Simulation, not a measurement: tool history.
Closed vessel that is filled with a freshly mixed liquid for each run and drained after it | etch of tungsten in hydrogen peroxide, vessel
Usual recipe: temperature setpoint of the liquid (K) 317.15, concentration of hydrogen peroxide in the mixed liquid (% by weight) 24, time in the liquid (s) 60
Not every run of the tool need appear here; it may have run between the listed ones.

run	hour	temperature setpoint of the liquid (K)	concentration of hydrogen peroxide in the mixed liquid (% by weight)	time in the liquid (s)	read-back film thickness of the tungsten reference wafer, read on the same gauge (nm)	thickness taken off the tungsten on a monitor wafer (angstrom)
1	0	317.15	24	60	120.01	1334.9
2	12.1	317.15	24	60	120.03	1353.2
3	25.7	310.15	24	65	120.02	918.2
4	36.9	310.15	24	65	120	931.5
5	44.6	310.15	24	65	119.99	927.8
6	54.3	317.15	24	60	120.01	1342.3
7	66	317.15	24	60	119.97	1330.6
8	76.3	310.15	24	60	119.99	856.9
# hour 111.8: new drum of peroxide connected
9	123.5	317.15	25.5	35	119.99	781.7
10	137.2	317.15	24	60	120.01	1312.6
# hour 149.9: peroxide flow meter replaced
11	151.1	317.15	24	60	119.99	1314.6
# hour 158.5: new drum of peroxide connected, repeated, since the last time left the tool worse
12	166	317.15	24	60	120	1357.7
# hour 177.8: gauge calibrated
13	178.1	312.65	24	60	119.96	1018.4
# hour 182.4: thermometer replaced
14	195.5	317.15	24	60	119.98	1371.9
15	206.9	317.15	30	80	119.98	2051.8
16	219.7	317.15	24	60	120.02	1374.3
17	231.5	307.15	20.5	60	120.01	653.8
18	248.8	317.15	18	90	119.98	1782.4
19	258.6	313.65	20.5	45	119.97	759
20	268.6	317.15	27	30	120.01	727.2
21	276	320.65	24	90	120.06	2551.8
22	292.4	323.15	18	40	119.96	1148.4
23	308.6	317.15	17.5	75	119.99	1458.4
24	323.1	326.65	26.5	75	120.02	3213.2
25	344.3	317.15	24	60	120.01	1372.5
26	354.4	317.15	24	60	119.99	1355.9

Each row is a separate what-if for the run after 26, all from the same tool condition, not one after another. Results?
A	355.1	322.15	24	60	?	?
B	355.1	312.65	24	90	?	?
C	355.1	312.65	30	40	?	?
D	355.1	314.15	17.5	60	?	?

run	read-back film thickness of the tungsten reference wafer, read on the same gauge (nm)	thickness taken off the tungsten on a monitor wafer (angstrom)
A	119.99	1858.9
B	119.99	1527.3
C	119.99	758.9
D	119.99	958.5
Without the tool's unlogged condition, the same runs would have read:
run	thickness taken off the tungsten on a monitor wafer (angstrom)
A	1875.4
B	1540.8
C	765.6
D	966.9
